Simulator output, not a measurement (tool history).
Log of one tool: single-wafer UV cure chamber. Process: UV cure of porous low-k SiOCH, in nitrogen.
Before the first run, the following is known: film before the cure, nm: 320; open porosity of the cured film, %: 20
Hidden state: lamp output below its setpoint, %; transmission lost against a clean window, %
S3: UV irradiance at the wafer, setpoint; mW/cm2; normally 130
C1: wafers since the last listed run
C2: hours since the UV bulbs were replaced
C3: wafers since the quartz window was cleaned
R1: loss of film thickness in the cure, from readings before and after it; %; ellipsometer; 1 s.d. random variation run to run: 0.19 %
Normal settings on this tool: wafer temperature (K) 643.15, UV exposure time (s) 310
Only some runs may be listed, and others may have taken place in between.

{"run": 1, "hour": 0.0, "wafer temperature (K)": 643.15, "UV exposure time (s)": 310, "S3": 130, "C1": 0, "C2": 1774.9, "C3": 1637, "R1": 14.944}
{"run": 2, "hour": 107.5, "wafer temperature (K)": 643.15, "UV exposure time (s)": 310, "S3": 130, "C1": 708, "C2": 1882.4, "C3": 2346, "R1": 14.335}
{"hour": 137.2, "done": "quartz window cleaned"}
{"run": 3, "hour": 142.3, "wafer temperature (K)": 643.15, "UV exposure time (s)": 310, "S3": 130, "C1": 176, "C2": 1917.2, "C3": 33, "R1": 15.036}
{"run": 4, "hour": 178.2, "wafer temperature (K)": 643.15, "UV exposure time (s)": 310, "S3": 130, "C1": 236, "C2": 1953.1, "C3": 270, "R1": 14.972}
{"run": 5, "hour": 207.3, "wafer temperature (K)": 643.15, "UV exposure time (s)": 310, "S3": 130, "C1": 191, "C2": 1982.2, "C3": 462, "R1": 15.225}
{"run": 6, "hour": 238.4, "wafer temperature (K)": 648.15, "UV exposure time (s)": 310, "S3": 122, "C1": 205, "C2": 2013.3, "C3": 667, "R1": 14.948}
{"run": 7, "hour": 251.6, "wafer temperature (K)": 648.15, "UV exposure time (s)": 310, "S3": 122, "C1": 87, "C2": 2026.5, "C3": 754, "R1": 14.491}
{"run": 8, "hour": 273.6, "wafer temperature (K)": 654.15, "UV exposure time (s)": 310, "S3": 109, "C1": 145, "C2": 2048.5, "C3": 899, "R1": 14.397}
{"run": 9, "hour": 298.9, "wafer temperature (K)": 654.15, "UV exposure time (s)": 310, "S3": 109, "C1": 166, "C2": 2073.8, "C3": 1066, "R1": 14.249}
{"run": 10, "hour": 333.5, "wafer temperature (K)": 631.15, "UV exposure time (s)": 310, "S3": 130, "C1": 228, "C2": 2108.4, "C3": 1294, "R1": 14.383}
{"hour": 356.9, "done": "UV bulbs replaced"}
{"run": 11, "hour": 361.5, "wafer temperature (K)": 631.15, "UV exposure time (s)": 310, "S3": 130, "C1": 131, "C2": 4.6, "C3": 1426, "R1": 14.586}
{"run": 12, "hour": 379.3, "wafer temperature (K)": 643.15, "UV exposure time (s)": 310, "S3": 130, "C1": 117, "C2": 22.4, "C3": 1543, "R1": 14.978}
{"run": 13, "hour": 399.4, "wafer temperature (K)": 643.15, "UV exposure time (s)": 310, "S3": 130, "C1": 132, "C2": 42.5, "C3": 1676, "R1": 14.898}
{"run": 14, "hour": 468.7, "wafer temperature (K)": 643.15, "UV exposure time (s)": 310, "S3": 165, "C1": 457, "C2": 111.8, "C3": 2133, "R1": 15.631}
{"run": 15, "hour": 498.1, "wafer temperature (K)": 643.15, "UV exposure time (s)": 310, "S3": 130, "C1": 193, "C2": 141.2, "C3": 2327, "R1": 14.246}
{"run": 16, "hour": 522.0, "wafer temperature (K)": 652.15, "UV exposure time (s)": 130, "S3": 108, "C1": 157, "C2": 165.1, "C3": 2484, "R1": 9.062}
{"run": 17, "hour": 547.1, "wafer temperature (K)": 643.15, "UV exposure time (s)": 310, "S3": 130, "C1": 165, "C2": 190.2, "C3": 2650, "R1": 14.161}
{"run": 18, "hour": 571.9, "wafer temperature (K)": 655.15, "UV exposure time (s)": 485, "S3": 107, "C1": 163, "C2": 215, "C3": 2813, "R1": 15.834}
{"hour": 604.3, "done": "quartz window cleaned"}
{"run": 19, "hour": 604.8, "wafer temperature (K)": 643.15, "UV exposure time (s)": 460, "S3": 130, "C1": 164, "C2": 247.9, "C3": 3, "R1": 17.171}
{"run": 20, "hour": 615.7, "wafer temperature (K)": 626.15, "UV exposure time (s)": 310, "S3": 130, "C1": 71, "C2": 258.8, "C3": 75, "R1": 14.678}
{"run": 21, "hour": 638.4, "wafer temperature (K)": 635.15, "UV exposure time (s)": 245, "S3": 151, "C1": 149, "C2": 281.5, "C3": 225, "R1": 14.644}
{"run": 22, "hour": 666.9, "wafer temperature (K)": 650.15, "UV exposure time (s)": 375, "S3": 92, "C1": 187, "C2": 310, "C3": 413, "R1": 14.44}
{"run": 23, "hour": 697.4, "wafer temperature (K)": 625.15, "UV exposure time (s)": 310, "S3": 130, "C1": 201, "C2": 340.5, "C3": 614, "R1": 14.47}
{"run": 24, "hour": 711.2, "wafer temperature (K)": 655.15, "UV exposure time (s)": 245, "S3": 130, "C1": 91, "C2": 354.3, "C3": 705, "R1": 14.433}
{"run": 25, "hour": 742.7, "wafer temperature (K)": 643.15, "UV exposure time (s)": 310, "S3": 130, "C1": 207, "C2": 385.8, "C3": 912, "R1": 14.702}
{"run": 26, "hour": 761.3, "wafer temperature (K)": 651.15, "UV exposure time (s)": 310, "S3": 130, "C1": 122, "C2": 404.4, "C3": 1035, "R1": 14.913}
{"run": 27, "hour": 795.7, "wafer temperature (K)": 643.15, "UV exposure time (s)": 310, "S3": 130, "C1": 226, "C2": 438.8, "C3": 1262, "R1": 14.794}

4 ways to go on from here, each from the tool as it stands after run 27. What would each give?
{"run": "A", "hour": 796.2, "wafer temperature (K)": 643.15, "UV exposure time (s)": 310, "S3": 152, "C1": 3, "C2": 439.3, "C3": 1265, "R1": "?"}
{"run": "B", "hour": 796.2, "wafer temperature (K)": 643.15, "UV exposure time (s)": 310, "S3": 167, "C1": 3, "C2": 439.3, "C3": 1265, "R1": "?"}
{"run": "C", "hour": 796.2, "wafer temperature (K)": 627.15, "UV exposure time (s)": 310, "S3": 130, "C1": 3, "C2": 439.3, "C3": 1265, "R1": "?"}
{"run": "D", "hour": 796.2, "wafer temperature (K)": 627.15, "UV exposure time (s)": 255, "S3": 110, "C1": 3, "C2": 439.3, "C3": 1265, "R1": "?"}

run=A R1=15.731
run=B R1=16.232
run=C R1=14.546
run=D R1=12.689
Had the tool no hidden state, the same runs would have come out as:
run=A R1=16.131
run=B R1=16.633
run=C R1=14.94
run=D R1=13.069

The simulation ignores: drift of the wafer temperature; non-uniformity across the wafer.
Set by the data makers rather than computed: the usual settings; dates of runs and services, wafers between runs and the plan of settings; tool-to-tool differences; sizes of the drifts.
